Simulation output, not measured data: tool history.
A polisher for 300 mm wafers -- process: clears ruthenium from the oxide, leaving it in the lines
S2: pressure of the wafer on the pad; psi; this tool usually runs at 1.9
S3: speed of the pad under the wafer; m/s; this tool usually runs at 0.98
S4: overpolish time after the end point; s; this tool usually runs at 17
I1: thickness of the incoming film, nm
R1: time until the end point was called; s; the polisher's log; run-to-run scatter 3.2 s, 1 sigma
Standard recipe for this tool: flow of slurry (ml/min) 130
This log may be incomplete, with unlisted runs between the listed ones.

run 1 hour=0.0 | flow_of_slurry_(ml/min)=130 S2=1.9 S3=0.98 S4=17 | I1=150.9 | R1=195.7
-- hour=3.9 worn pad replaced by a new one
run 2 hour=19.7 | flow_of_slurry_(ml/min)=130 S2=1.9 S3=0.98 S4=17 | I1=148.1 | R1=168.6
run 3 hour=38.9 | flow_of_slurry_(ml/min)=130 S2=1.9 S3=0.98 S4=17 | I1=147.6 | R1=178.6
run 4 hour=73.2 | flow_of_slurry_(ml/min)=130 S2=1.9 S3=0.98 S4=17 | I1=151.1 | R1=192.3
-- hour=99.1 worn pad replaced by a new one
run 5 hour=99.6 | flow_of_slurry_(ml/min)=130 S2=1.9 S3=0.98 S4=17 | I1=149.5 | R1=167.1
run 6 hour=113.8 | flow_of_slurry_(ml/min)=130 S2=1.9 S3=0.98 S4=17 | I1=149.4 | R1=172.5
run 7 hour=147.4 | flow_of_slurry_(ml/min)=130 S2=1.9 S3=0.98 S4=17 | I1=149.5 | R1=175.1
run 8 hour=183.0 | flow_of_slurry_(ml/min)=130 S2=1.9 S3=0.98 S4=17 | I1=149.0 | R1=186.1
-- hour=200.4 worn pad replaced by a new one
run 9 hour=204.2 | flow_of_slurry_(ml/min)=140 S2=1.9 S3=0.98 S4=17 | I1=150.7 | R1=162.2
run 10 hour=231.4 | flow_of_slurry_(ml/min)=140 S2=1.9 S3=0.98 S4=17 | I1=153.1 | R1=173.2
run 11 hour=261.8 | flow_of_slurry_(ml/min)=140 S2=1.9 S3=0.98 S4=17 | I1=148.5 | R1=172.7
run 12 hour=279.7 | flow_of_slurry_(ml/min)=130 S2=1.9 S3=0.98 S4=10 | I1=152.5 | R1=186.2
run 13 hour=293.3 | flow_of_slurry_(ml/min)=130 S2=2.2 S3=0.98 S4=17 | I1=150.1 | R1=166.8
-- hour=305.9 slurry nozzle cleaned
-- hour=321.9 worn pad replaced by a new one
run 14 hour=322.4 | flow_of_slurry_(ml/min)=130 S2=2.2 S3=0.98 S4=7 | I1=148.1 | R1=150.1
run 15 hour=357.3 | flow_of_slurry_(ml/min)=130 S2=1.9 S3=0.98 S4=11 | I1=149.4 | R1=167.7
run 16 hour=373.3 | flow_of_slurry_(ml/min)=130 S2=1.9 S3=0.98 S4=17 | I1=149.2 | R1=174.0
-- hour=397.3 head pressure recalibrated
run 17 hour=397.8 | flow_of_slurry_(ml/min)=105 S2=1.9 S3=0.98 S4=17 | I1=150.3 | R1=198.4
run 18 hour=415.3 | flow_of_slurry_(ml/min)=85 S2=1.4 S3=0.98 S4=20 | I1=148.4 | R1=255.4
-- hour=426.3 worn pad replaced by a new one
run 19 hour=450.0 | flow_of_slurry_(ml/min)=130 S2=1.9 S3=0.98 S4=11 | I1=153.1 | R1=174.1
run 20 hour=483.3 | flow_of_slurry_(ml/min)=160 S2=2.3 S3=1.12 S4=26 | I1=150.4 | R1=133.1
run 21 hour=501.3 | flow_of_slurry_(ml/min)=160 S2=1.9 S3=0.98 S4=11 | I1=146.8 | R1=168.5
run 22 hour=523.7 | flow_of_slurry_(ml/min)=165 S2=1.2 S3=0.98 S4=22 | I1=150.7 | R1=238.9
-- hour=544.7 worn pad replaced by a new one
run 23 hour=545.2 | flow_of_slurry_(ml/min)=130 S2=1.9 S3=0.98 S4=9 | I1=148.9 | R1=165.2

Here are 4 independent what-if runs from the current tool condition. What would each one return?
run A hour=545.7 | flow_of_slurry_(ml/min)=130 S2=1.9 S3=0.98 S4=17 | I1=150.1 | R1=?
run B hour=545.7 | flow_of_slurry_(ml/min)=115 S2=1.3 S3=1.08 S4=26 | I1=150.1 | R1=?
run C hour=545.7 | flow_of_slurry_(ml/min)=115 S2=1.9 S3=1.28 S4=17 | I1=150.1 | R1=?
run D hour=545.7 | flow_of_slurry_(ml/min)=90 S2=2.6 S3=0.98 S4=17 | I1=150.1 | R1=?

run=A R1=167.7
run=B R1=203.0
run=C R1=140.4
run=D R1=148.4
Take away the tool's hidden state, keep each run's random variation, and the runs would have read:
run=A R1=166.5
run=B R1=201.5
run=C R1=139.4
run=D R1=147.3
